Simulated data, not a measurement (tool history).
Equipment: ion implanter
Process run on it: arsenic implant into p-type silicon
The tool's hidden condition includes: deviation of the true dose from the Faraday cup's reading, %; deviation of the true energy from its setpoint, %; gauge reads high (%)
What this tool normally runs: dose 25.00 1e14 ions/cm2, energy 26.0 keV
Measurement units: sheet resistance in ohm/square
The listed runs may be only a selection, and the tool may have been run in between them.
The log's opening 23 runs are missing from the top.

| run | day | dose | energy | wafers since the last listed run | hours since the last dose calibration | hours since the extraction supply was calibrated | hours since the gauge calibration | read-back reference wafer on the same gauge, sheet resistance | sheet resistance |
|---|---|---|---|---|---|---|---|---|---|
| 24 | 31.217 | 25.00 | 26.0 | 379 | 1506.5 | 32.9 | 266.4 | 83.55 | 72.81 |
| 25 | 31.742 | 19.40 | 32.5 | 153 | 1519.1 | 45.5 | 279.0 | 83.62 | 72.88 |
|  | 32.604 | Faraday cup replaced and dose calibrated |
| 26 | 33.121 | 32.10 | 34.0 | 305 | 12.4 | 78.6 | 312.1 | 83.49 | 61.39 |
| 27 | 34.329 | 20.21 | 17.5 | 352 | 41.4 | 107.6 | 341.1 | 83.62 | 84.20 |
| 28 | 35.558 | 17.93 | 33.5 | 358 | 70.9 | 137.1 | 370.6 | 83.57 | 74.32 |
| 29 | 36.138 | 30.57 | 26.0 | 168 | 84.8 | 151.0 | 384.5 | 83.65 | 68.86 |
| 30 | 37.279 | 29.62 | 31.5 | 333 | 112.2 | 178.4 | 411.9 | 83.57 | 65.06 |
| 31 | 38.608 | 22.24 | 34.5 | 387 | 144.1 | 210.3 | 443.8 | 83.57 | 68.23 |
| 32 | 39.942 | 25.00 | 26.0 | 389 | 176.1 | 242.3 | 475.8 | 83.63 | 72.17 |
| 33 | 40.704 | 25.00 | 26.0 | 222 | 194.4 | 260.6 | 494.1 | 83.77 | 71.68 |
| 34 | 42.088 | 25.00 | 17.5 | 403 | 227.6 | 293.8 | 527.3 | 83.53 | 80.70 |
| 35 | 43.254 | 20.05 | 20.5 | 340 | 255.6 | 321.8 | 555.3 | 83.64 | 81.85 |
| 36 | 43.812 | 17.66 | 21.0 | 162 | 269.0 | 335.2 | 568.7 | 83.64 | 85.67 |
| 37 | 44.650 | 25.00 | 26.0 | 244 | 289.1 | 355.3 | 588.8 | 83.58 | 72.10 |
| 38 | 45.821 | 23.10 | 30.5 | 341 | 317.2 | 383.4 | 616.9 | 83.67 | 69.72 |

4 options for the next run, each taken on its own from the tool as it stands now. Forecast them:
| A | 45.838 | 25.00 | 26.0 | 4 | 317.6 | 383.8 | 617.3 | ? | ? |
| B | 45.838 | 18.20 | 31.0 | 4 | 317.6 | 383.8 | 617.3 | ? | ? |
| C | 45.838 | 25.00 | 34.5 | 4 | 317.6 | 383.8 | 617.3 | ? | ? |
| D | 45.838 | 30.68 | 34.5 | 4 | 317.6 | 383.8 | 617.3 | ? | ? |

| run | read-back reference wafer on the same gauge, sheet resistance | sheet resistance |
|---|---|---|
| A | 83.55 | 72.22 |
| B | 83.55 | 75.78 |
| C | 83.55 | 65.43 |
| D | 83.55 | 61.95 |
Stripped of hidden state, with their random variation kept, the same runs would have yielded:
| run | sheet resistance |
|---|---|
| A | 72.22 |
| B | 75.78 |
| C | 65.43 |
| D | 61.95 |
